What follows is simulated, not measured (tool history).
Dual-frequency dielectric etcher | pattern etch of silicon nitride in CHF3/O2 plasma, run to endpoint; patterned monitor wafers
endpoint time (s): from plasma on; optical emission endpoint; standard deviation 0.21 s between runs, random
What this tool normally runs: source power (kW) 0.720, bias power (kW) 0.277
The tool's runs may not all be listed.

run,hour,source power (kW),bias power (kW),wafers since the last listed run,hours since the last wet clean,hours since the last source power generator calibration,hours since the last bias power generator calibration,hours since the last upper electrode change,"incoming incoming film thickness, nm",endpoint time (s)
1,0.0,0.760,0.277,0,56.5,2232.1,333.9,2513.8,61.1,33.8
2,52.8,0.720,0.277,435,109.3,2284.9,386.7,2566.6,61.3,34.4
3,115.9,0.720,0.277,520,172.4,2348.0,449.8,2629.7,61.0,34.1
4,156.4,0.720,0.277,334,212.9,2388.5,490.3,2670.2,61.6,34.1
5,239.2,0.720,0.277,683,295.7,2471.3,573.1,2753.0,61.1,33.9
6,445.6,0.720,0.277,1703,502.1,2677.7,779.5,2959.4,61.1,33.2
7,486.4,0.590,0.277,336,542.9,2718.5,820.3,3000.2,61.1,35.2
# hour 564.7: wet clean of the chamber
8,565.2,0.590,0.277,452,0.5,2797.3,899.1,3079.0,61.2,37.2
9,646.4,0.590,0.277,670,81.7,2878.5,980.3,3160.2,61.4,37.4
10,700.2,0.720,0.277,443,135.5,2932.3,1034.1,3214.0,61.3,35.0
11,777.7,0.720,0.277,639,213.0,3009.8,1111.6,3291.5,61.3,34.6
12,895.8,0.720,0.277,974,331.1,3127.9,1229.7,3409.6,61.8,34.7
13,976.4,0.720,0.277,665,411.7,3208.5,1310.3,3490.2,61.3,34.0
# hour 1098.3: upper electrode replaced
14,1107.2,0.720,0.277,881,542.5,3339.3,1441.1,8.9,61.0,33.8
15,1179.9,0.720,0.277,599,615.2,3412.0,1513.8,81.6,61.8,33.6
# hour 1257.7: wet clean of the chamber
16,1272.3,0.720,0.277,564,14.6,3504.4,1606.2,174.0,61.0,35.0
17,1308.5,0.720,0.277,298,50.8,3540.6,1642.4,210.2,61.1,34.9
18,1415.4,0.720,0.277,882,157.7,3647.5,1749.3,317.1,61.6,34.8
19,1467.6,0.560,0.277,430,209.9,3699.7,1801.5,369.3,61.8,37.5
20,1503.8,0.810,0.277,298,246.1,3735.9,1837.7,405.5,61.2,33.1
21,1556.4,0.660,0.323,434,298.7,3788.5,1890.3,458.1,61.0,33.7
22,1615.9,0.720,0.318,490,358.2,3848.0,1949.8,517.6,61.2,32.5
# hour 1647.5: bias power generator calibrated
# hour 1801.9: wet clean of the chamber
23,1841.2,0.860,0.223,1628,39.3,4073.3,193.7,742.9,61.7,34.8
24,1878.1,0.800,0.277,304,76.2,4110.2,230.6,779.8,62.0,33.8
25,1934.8,0.640,0.337,467,132.9,4166.9,287.3,836.5,61.1,33.3
26,2042.4,0.720,0.277,887,240.5,4274.5,394.9,944.1,61.6,34.2
27,2090.8,0.550,0.277,399,288.9,4322.9,443.3,992.5,60.7,37.0
# hour 2141.0: source power generator calibrated
28,2180.7,0.610,0.233,708,378.8,39.7,533.2,1082.4,61.5,37.7
29,2277.1,0.850,0.243,795,475.2,136.1,629.6,1178.8,61.1,32.4
30,2349.3,0.720,0.277,595,547.4,208.3,701.8,1251.0,60.7,32.8
# hour 2406.0: wet clean of the chamber
31,2435.8,0.720,0.332,515,29.8,294.8,788.3,1337.5,60.7,33.1
32,2542.1,0.640,0.331,877,136.1,401.1,894.6,1443.8,60.9,34.5
33,2622.7,0.770,0.277,665,216.7,481.7,975.2,1524.4,61.4,34.2
34,2680.1,0.720,0.277,473,274.1,539.1,1032.6,1581.8,61.7,34.7
35,2722.6,0.770,0.259,350,316.6,581.6,1075.1,1624.3,61.1,33.8
36,2771.9,0.720,0.342,406,365.9,630.9,1124.4,1673.6,61.3,32.2

3 ways to go on from here, each from the tool as it stands after run 36. What would each give?
A,2772.3,0.720,0.277,3,366.3,631.3,1124.8,1674.0,61.4,?
B,2772.3,0.790,0.310,3,366.3,631.3,1124.8,1674.0,61.4,?
C,2772.3,0.840,0.345,3,366.3,631.3,1124.8,1674.0,61.4,?

run,endpoint time (s)
A,34.1
B,32.0
C,30.3
With no hidden state in the tool, these same runs would have given:
run,endpoint time (s)
A,34.9
B,32.7
C,31.0
